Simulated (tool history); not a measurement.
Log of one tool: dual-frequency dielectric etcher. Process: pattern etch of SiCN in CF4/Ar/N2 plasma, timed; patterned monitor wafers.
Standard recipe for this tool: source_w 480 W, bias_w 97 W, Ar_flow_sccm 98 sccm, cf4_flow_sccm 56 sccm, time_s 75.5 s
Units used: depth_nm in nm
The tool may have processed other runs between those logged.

run,hour,source_w,bias_w,Ar_flow_sccm,cf4_flow_sccm,time_s,wafers since the last listed run,hours since the last wet clean,hours since the last source power generator calibration,hours since the last bias power generator calibration,hours since the last Ar flow controller change,hours since the last CF4 flow controller change,hours since the last upper electrode change,hours since the gauge calibration,"read-back reference wafer on the same gauge, depth_nm",depth_nm
1,0.0,480,97,98,60,75.5,0,249.4,3991.4,3287.7,3799.9,3662.6,6147.1,337.0,87.9,78.5
# hour 11.9: gauge calibrated
2,24.1,480,97,98,60,75.5,292,273.5,4015.5,3311.8,3824.0,3686.7,6171.2,12.2,86.4,77.5
3,36.7,480,97,98,56,75.5,152,286.1,4028.1,3324.4,3836.6,3699.3,6183.8,24.8,86.6,76.3
4,69.7,480,97,98,56,75.5,400,319.1,4061.1,3357.4,3869.6,3732.3,6216.8,57.8,86.9,76.5
5,84.0,480,97,98,56,75.5,173,333.4,4075.4,3371.7,3883.9,3746.6,6231.1,72.1,86.8,76.3
6,119.0,480,97,98,56,75.5,424,368.4,4110.4,3406.7,3918.9,3781.6,6266.1,107.1,87.1,76.6
# hour 158.3: upper electrode replaced
7,158.8,480,97,98,56,75.5,191,408.2,4150.2,3446.5,3958.7,3821.4,0.5,146.9,87.2,76.8
# hour 198.2: wet clean of the chamber
8,198.7,440,97,98,56,75.5,192,0.5,4190.1,3486.4,3998.6,3861.3,40.4,186.8,87.3,70.3
# hour 216.5: CF4 flow controller replaced
9,219.5,440,97,98,56,75.5,179,21.3,4210.9,3507.2,4019.4,3.0,61.2,207.6,87.3,70.0
10,234.5,440,97,98,56,75.5,182,36.3,4225.9,3522.2,4034.4,18.0,76.2,222.6,87.3,70.2
11,268.4,580,89,84,51,75.5,411,70.2,4259.8,3556.1,4068.3,51.9,110.1,256.5,87.4,90.2
12,289.0,440,97,98,56,75.5,249,90.8,4280.4,3576.7,4088.9,72.5,130.7,277.1,87.4,70.3
# hour 312.8: Ar flow controller replaced
13,323.8,480,97,91,65,75.5,349,125.6,4315.2,3611.5,11.0,107.3,165.5,311.9,87.4,80.1

The next listed run, before its measurement:
# hour 329.7: source power generator calibrated
14,342.6,480,97,98,65,59.0,179,144.4,12.9,3630.3,29.8,126.1,184.3,330.7,?,?

read-back reference wafer on the same gauge, depth_nm: 87.5
depth_nm: 62.3 nm
On a tool with no hidden condition, and with the same random variation, this run would have come out at depth_nm 61.7 nm.

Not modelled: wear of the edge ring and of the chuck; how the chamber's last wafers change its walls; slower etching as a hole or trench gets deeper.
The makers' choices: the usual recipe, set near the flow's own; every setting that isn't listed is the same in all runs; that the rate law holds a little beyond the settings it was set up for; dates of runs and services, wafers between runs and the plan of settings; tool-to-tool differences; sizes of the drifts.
